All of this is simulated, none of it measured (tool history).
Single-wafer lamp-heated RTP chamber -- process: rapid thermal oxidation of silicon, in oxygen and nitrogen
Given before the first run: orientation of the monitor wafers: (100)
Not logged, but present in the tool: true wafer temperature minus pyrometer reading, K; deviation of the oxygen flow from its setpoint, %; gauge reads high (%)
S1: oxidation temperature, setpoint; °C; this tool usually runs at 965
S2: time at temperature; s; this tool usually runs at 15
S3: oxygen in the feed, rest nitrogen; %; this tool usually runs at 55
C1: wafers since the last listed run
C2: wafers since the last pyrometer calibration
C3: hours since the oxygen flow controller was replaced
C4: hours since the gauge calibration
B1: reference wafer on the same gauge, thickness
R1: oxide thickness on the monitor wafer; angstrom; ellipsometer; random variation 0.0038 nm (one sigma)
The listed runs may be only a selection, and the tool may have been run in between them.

run,day,S1,S2,S3,C1,C2,C3,C4,B1,R1
1,0,965,15,55,0,1832,6107.6,401.9,2.677,25.13
2,0.45,949,15,48,103,1935,6118.4,412.7,2.68,23.46
3,0.925,949,15,48,108,2043,6129.8,424.1,2.682,23.43
4,1.421,965,15,55,113,2157,6141.7,436,2.679,25.14
5,2.125,965,15,55,161,2318,6158.6,452.9,2.679,25.17
6,2.525,965,13,55,91,2410,6168.2,462.5,2.681,24.43
7,3.275,965,13,55,171,2581,6186.2,480.5,2.681,24.41
8,3.958,955,15,55,156,2738,6202.6,496.9,2.679,24.33
9,4.388,955,15,55,98,2836,6212.9,507.2,2.68,24.35
10,4.792,955,15,55,92,2929,6222.6,516.9,2.681,24.33
11,6.696,965,15,55,435,3365,6268.3,562.6,2.681,25.23
12,7.225,965,15,55,121,3486,6281,575.3,2.681,25.28
# day 7.767: gauge calibrated
13,7.775,965,15,55,125,3612,6294.2,0.2,2.68,25.25
14,8.317,957,21,55,124,3736,6307.2,13.2,2.68,26.52
15,8.812,957,21,55,113,3849,6319.1,25.1,2.679,26.59
16,9.158,965,20,55,79,3928,6327.4,33.4,2.681,27.21
17,9.433,965,20,55,62,3991,6334,40,2.68,27.17
18,10.512,965,20,55,247,4238,6359.9,65.9,2.681,27.11
19,11.017,986,8,42,115,4354,6372,78,2.681,23.05
20,11.65,981,15,84,145,4499,6387.2,93.2,2.682,29.65
21,12.333,953,15,55,156,4655,6403.6,109.6,2.68,24.3
22,12.996,965,17,55,151,4807,6419.5,125.5,2.68,26.16
23,13.521,978,15,55,120,4927,6432.1,138.1,2.681,26.74
24,14.096,956,20,65,131,5059,6445.9,151.9,2.68,27.06
# day 14.708: oxygen flow controller replaced
25,14.729,965,15,69,68,5128,0.5,167.1,2.679,26.46
26,15.038,986,8,42,70,5198,7.9,174.5,2.679,23.08
27,15.712,943,22,74,154,5353,24.1,190.7,2.681,26.94
# day 16.192: pyrometer window cleaned and pyrometer calibrated
28,16.212,965,15,55,38,4,36.1,202.7,2.678,25.08
29,16.425,965,10,31,48,53,41.2,207.8,2.68,21.86
30,17.042,982,22,55,141,194,56,222.6,2.68,29.96
31,17.712,952,8,47,153,347,72.1,238.7,2.681,21.29
32,18.204,991,15,55,112,460,83.9,250.5,2.68,27.9
33,18.875,965,15,55,153,614,100,266.6,2.679,25.12
34,19.358,942,15,55,110,724,111.6,278.2,2.68,23.3
35,19.762,965,18,47,92,817,121.3,287.9,2.68,25.46
36,20.212,946,17,76,103,920,132.1,298.7,2.681,25.38
37,20.833,994,10,45,142,1062,147,313.6,2.679,24.73

Measured result minus the same run's result without the hidden state. Both carry the same run-to-run variation, though not necessarily the same gauge scatter:
run,R1
1,+0.07
2,+0.05
3,+0.06
4,+0.09
5,+0.09
6,+0.08
7,+0.09
8,+0.1
9,+0.1
10,+0.1
11,+0.15
12,+0.16
13,+0.17
14,+0.21
15,+0.22
16,+0.25
17,+0.25
18,+0.27
19,+0.16
20,+0.41
21,+0.22
22,+0.31
23,+0.35
24,+0.37
25,+0.37
26,+0.23
27,+0.42
28,+0
29,+0
30,+0.01
31,+0
32,+0.01
33,+0.01
34,+0.01
35,+0.01
36,+0.02
37,+0.01
